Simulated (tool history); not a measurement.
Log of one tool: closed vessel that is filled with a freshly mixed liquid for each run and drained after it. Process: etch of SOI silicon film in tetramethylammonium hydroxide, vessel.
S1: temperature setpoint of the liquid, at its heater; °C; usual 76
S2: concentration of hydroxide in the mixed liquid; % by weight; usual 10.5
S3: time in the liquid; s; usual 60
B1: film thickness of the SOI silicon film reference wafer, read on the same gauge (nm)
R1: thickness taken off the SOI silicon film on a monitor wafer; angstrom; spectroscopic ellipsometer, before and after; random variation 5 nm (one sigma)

run,hour,S1,S2,S3,B1,R1
1,0,76,11.5,35,99.99,3581.1
2,87.6,76,12,60,100.02,6008.8
# hour 219.8: thermometer replaced
3,308.1,76,12,60,99.99,5716.5
4,391.5,76,10.5,60,99.99,6011.9
5,438,76,10.5,60,100.01,5965.1
6,476,76,10.5,75,100.02,7538
7,547.1,81.5,10.5,60,100.01,8240.7
8,617.7,76,9.5,60,100,6294.6
9,696.7,76,9.5,60,100.01,6326.3
10,783.4,76,10.5,60,99.99,6107.2
11,832.3,76,10.5,60,99.99,6113.1
12,875.3,76,10.5,60,100.01,6168.7
13,919.5,76,10.5,60,100.02,6149.1
14,958,76,10.5,60,100.01,6224.9
15,1065.8,83.5,13,40,99.98,5774.1
16,1136.7,76,10.5,60,100.01,6252.6
# hour 1146.8: hydroxide flow meter replaced
17,1202.9,76,10.5,60,100.03,6226.3
18,1242.9,71,10.5,60,100.04,4628.5
19,1309,73.5,8,70,100,6873.7
20,1366,76,8,40,99.99,4531.8
21,1464.1,72.5,12,80,100.03,6423.4
# hour 1528.7: gauge calibrated
22,1559.1,76,10.5,60,99.99,6366.9
23,1664.5,76,13,75,99.99,7154.6
24,1732,80,9.5,75,100.02,10366.2
25,1781.5,76,10.5,60,100,6462.7
# hour 1835.8: thermometer replaced
26,1885.8,72.5,8.5,85,100.03,7514.7
27,1976.9,76,10.5,60,99.99,5962.1
28,2027.8,73.5,9,50,99.99,4610.7
29,2093.6,76,8.5,75,100.02,8214.8
30,2177.4,73,8.5,85,100,7796.2
31,2257.1,80,9.5,35,99.98,4662.8
32,2360,80,12.5,60,99.99,7085.5
33,2454.7,81,8.5,90,100,13066.4
34,2542.7,80,9.5,75,100.01,9992.3

Hidden state or all else? Some run-to-run changes of R1, split into what the settings, what came in and random variation would give without the hidden state, and what is left for the hidden state (with any gauge scatter that isn't in both results):
The hidden state here: liquid hotter than its thermometer reads (K); hydroxide flow above the setpoint (%); gauge reads high (%).
Run 2 -> 3: thermometer replaced. R1 -292.3 angstrom: hidden state -326.7, all else +34.4.
Run 24 -> 25: S1 80 -> 76, S2 9.5 -> 10.5, S3 75 -> 60. R1 -3903.5 angstrom: hidden state -201.6, all else -3701.9.
Run 25 -> 26: S1 76 -> 72.5, S2 10.5 -> 8.5, S3 60 -> 85, thermometer replaced. R1 +1052 angstrom: hidden state -330.9, all else +1382.9.
Run 28 -> 29: S1 73.5 -> 76, S2 9 -> 8.5, S3 50 -> 75. R1 +3604.1 angstrom: hidden state +60.1, all else +3544.
Run 32 -> 33: S1 80 -> 81, S2 12.5 -> 8.5, S3 60 -> 90. R1 +5980.9 angstrom: hidden state +177.8, all else +5803.1.

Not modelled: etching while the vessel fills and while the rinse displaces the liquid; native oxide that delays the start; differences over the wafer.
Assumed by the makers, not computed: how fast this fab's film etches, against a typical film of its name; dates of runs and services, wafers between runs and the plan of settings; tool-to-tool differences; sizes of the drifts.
